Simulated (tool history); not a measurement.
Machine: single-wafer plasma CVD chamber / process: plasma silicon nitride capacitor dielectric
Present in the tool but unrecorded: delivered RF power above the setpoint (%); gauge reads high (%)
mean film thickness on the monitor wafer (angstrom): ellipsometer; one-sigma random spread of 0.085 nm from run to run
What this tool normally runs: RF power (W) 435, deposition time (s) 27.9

run,hour,RF power (W),deposition time (s),wafers since the last listed run,hours since the last RF generator calibration,hours since the showerhead was replaced,hours since the gauge calibration,"read-back reference wafer on the same gauge, thickness_nm",mean film thickness on the monitor wafer (angstrom)
1,0.0,435,24.0,0,1511.6,6097.6,1093.7,33.497,345.59
2,83.4,435,24.0,2436,1595.0,6181.0,1177.1,33.497,347.08
3,180.0,435,24.0,2822,1691.6,6277.6,1273.7,33.488,345.98
4,230.0,435,27.9,1460,1741.6,6327.6,1323.7,33.497,401.73
5,275.8,435,27.9,1338,1787.4,6373.4,1369.5,33.511,401.81
6,318.5,435,27.9,1247,1830.1,6416.1,1412.2,33.512,402.45
7,424.3,435,27.9,3090,1935.9,6521.9,1518.0,33.493,401.08
8,520.7,435,27.9,2816,2032.3,6618.3,1614.4,33.480,401.28
9,606.0,435,27.9,2491,2117.6,6703.6,1699.7,33.494,400.55
10,671.0,435,27.9,1898,2182.6,6768.6,1764.7,33.515,402.70
11,769.5,435,27.9,2877,2281.1,6867.1,1863.2,33.489,401.07
12,843.5,435,30.3,2161,2355.1,6941.1,1937.2,33.503,434.62
# hour 886.1: gauge calibrated
13,912.7,435,30.3,2021,2424.3,7010.3,26.6,33.505,433.70
14,965.5,435,24.3,1542,2477.1,7063.1,79.4,33.468,348.50
15,1014.8,435,27.9,1440,2526.4,7112.4,128.7,33.503,398.73
16,1086.6,435,27.9,2097,2598.2,7184.2,200.5,33.513,398.88
17,1192.2,435,27.9,3085,2703.8,7289.8,306.1,33.500,399.37
# hour 1236.0: RF generator calibrated
18,1250.8,435,27.9,1478,14.8,7348.4,364.7,33.518,406.83
19,1354.7,435,26.5,3035,118.7,7452.3,468.6,33.501,385.11
20,1407.3,435,26.5,1536,171.3,7504.9,521.2,33.511,385.05
21,1443.8,395,24.5,1066,207.8,7541.4,557.7,33.501,347.88
22,1484.0,435,24.0,1174,248.0,7581.6,597.9,33.494,348.55
23,1554.9,360,30.4,2071,318.9,7652.5,668.8,33.502,424.77
24,1620.4,435,26.5,1913,384.4,7718.0,734.3,33.522,384.34
# hour 1653.2: showerhead replaced
25,1677.4,410,29.9,1431,441.4,24.2,791.3,33.497,429.35
26,1724.3,505,27.9,1370,488.3,71.1,838.2,33.488,418.88
27,1773.7,435,27.9,1443,537.7,120.5,887.6,33.508,405.04
28,1860.3,435,27.9,2529,624.3,207.1,974.2,33.493,403.64
29,1913.0,485,23.8,1539,677.0,259.8,1026.9,33.493,352.72
30,1954.2,435,27.9,1203,718.2,301.0,1068.1,33.507,404.37
31,2015.6,380,32.8,1793,779.6,362.4,1129.5,33.496,461.99
32,2222.9,435,27.9,6056,986.9,569.7,1336.8,33.493,404.52
33,2323.8,435,27.9,2947,1087.8,670.6,1437.7,33.520,402.84
34,2417.7,375,31.8,2743,1181.7,764.5,1531.6,33.500,445.84
35,2525.7,520,25.5,3155,1289.7,872.5,1639.6,33.496,384.01
36,2584.9,435,25.4,1729,1348.9,931.7,1698.8,33.497,366.52
37,2636.6,435,29.5,1510,1400.6,983.4,1750.5,33.531,425.50
38,2684.6,435,27.9,1402,1448.6,1031.4,1798.5,33.514,403.21
39,2730.1,465,22.3,1329,1494.1,1076.9,1844.0,33.509,326.63
40,2811.5,480,22.9,2378,1575.5,1158.3,1925.4,33.514,338.03

What if the next run were any one of these 5? Each begins from the tool's condition after run 40:
A,2811.9,435,27.9,11,1575.9,1158.7,1925.8,?,?
B,2811.9,520,22.4,11,1575.9,1158.7,1925.8,?,?
C,2811.9,350,32.7,11,1575.9,1158.7,1925.8,?,?
D,2811.9,510,26.1,11,1575.9,1158.7,1925.8,?,?
E,2811.9,500,32.9,11,1575.9,1158.7,1925.8,?,?

run,"read-back reference wafer on the same gauge, thickness_nm",mean film thickness on the monitor wafer (angstrom)
A,33.472,401.66
B,33.472,335.26
C,33.472,450.21
D,33.472,388.95
E,33.472,488.15
Without the tool's hidden state the same runs would have given:
run,mean film thickness on the monitor wafer (angstrom)
A,405.78
B,338.69
C,454.82
D,392.94
E,493.15

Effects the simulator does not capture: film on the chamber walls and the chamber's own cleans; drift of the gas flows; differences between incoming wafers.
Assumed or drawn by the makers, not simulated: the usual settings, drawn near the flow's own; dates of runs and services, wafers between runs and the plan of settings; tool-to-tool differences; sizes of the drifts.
